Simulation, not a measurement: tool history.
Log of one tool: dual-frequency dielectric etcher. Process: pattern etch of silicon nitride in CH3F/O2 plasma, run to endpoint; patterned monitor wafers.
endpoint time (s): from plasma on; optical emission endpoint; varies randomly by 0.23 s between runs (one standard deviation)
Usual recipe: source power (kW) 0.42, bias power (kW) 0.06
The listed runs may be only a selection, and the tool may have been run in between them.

run	hour	source power (kW)	bias power (kW)	incoming incoming film thickness, nm	endpoint time (s)
1	0	0.42	0.06	68.9	76.8
2	32.2	0.42	0.06	69.2	77.1
3	68	0.42	0.06	69.9	78.1
4	95.6	0.42	0.06	69.7	77.5
5	129	0.42	0.071	69.8	74.1
6	141.8	0.42	0.071	69.5	73.9
7	189.2	0.42	0.06	69.8	77.2
8	208.8	0.42	0.068	69.4	74.3
9	222.4	0.42	0.068	69.3	74.1
10	244.2	0.42	0.068	69.9	74.7
# hour 295.5: upper electrode replaced
11	296	0.42	0.06	70	77.4
12	298.4	0.42	0.06	68.6	75.6
13	323.8	0.42	0.06	69.2	75.9
# hour 339.6: bias power generator calibrated
14	358.4	0.5	0.06	69.5	68.9
15	386.8	0.42	0.06	70.2	76.8
16	408.4	0.35	0.066	69.4	83.2
# hour 443.7: wet clean of the chamber
17	444.2	0.42	0.06	69.5	77.4
18	444.6	0.42	0.071	69	73.7
19	452.1	0.47	0.071	69.5	69.5
20	470.8	0.49	0.06	69.5	70.9

Predict the results of run 21:
21	499.3	0.34	0.071	70	?

Logged for run 21: endpoint time (s) 85.3.
Without the tool's hidden state the same run would have given endpoint time (s) 85.4.
